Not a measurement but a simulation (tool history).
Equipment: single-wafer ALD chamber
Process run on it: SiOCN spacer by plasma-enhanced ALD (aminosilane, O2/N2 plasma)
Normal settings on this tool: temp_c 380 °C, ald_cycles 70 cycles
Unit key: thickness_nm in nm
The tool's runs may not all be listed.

run   hour  temp_c  ald_cycles  read-back reference wafer on the same gauge, thickness_nm  thickness_nm
  1    0.0     380          70                                                      4.860         4.152
  2   16.8     380          70                                                      4.859         4.081
  3   29.1     380          75                                                      4.858         4.366
  4   42.7     380          70                                                      4.860         4.118
  5   56.4     380          70                                                      4.859         4.113
  6   73.8     380          70                                                      4.860         4.122
  7   91.0     380          70                                                      4.859         4.127
  8   96.7     380          70                                                      4.859         4.120
  9  111.5     380          70                                                      4.864         4.092
 10  122.9     368          75                                                      4.860         4.441
 11  133.8     380          82                                                      4.858         4.828
 12  156.0     375          76                                                      4.860         4.476
 13  167.8     380          70                                                      4.865         4.168
 14  179.0     386          58                                                      4.858         3.412
 15  191.2     380          70                                                      4.860         4.102
 16  209.3     386          58                                                      4.862         3.413
 17  224.4     385          59                                                      4.856         3.495
 18  234.3     369          82                                                      4.862         4.815
 19  243.1     373          75                                                      4.860         4.410

Missing from the log above: 2 entries noted between runs. For each, name the pair of listed runs it sits between and say how the tool's hidden condition differs from the listed run just before to the listed run just after:
Logged between run 6 and run 7: thermocouple changed; heater temperature recalibrated (hour 90.5)
  no difference in the tool's unlogged condition between these two runs
Logged between run 11 and run 12: gauge calibrated (hour 136.5)
  no difference in the tool's unlogged condition between these two runs

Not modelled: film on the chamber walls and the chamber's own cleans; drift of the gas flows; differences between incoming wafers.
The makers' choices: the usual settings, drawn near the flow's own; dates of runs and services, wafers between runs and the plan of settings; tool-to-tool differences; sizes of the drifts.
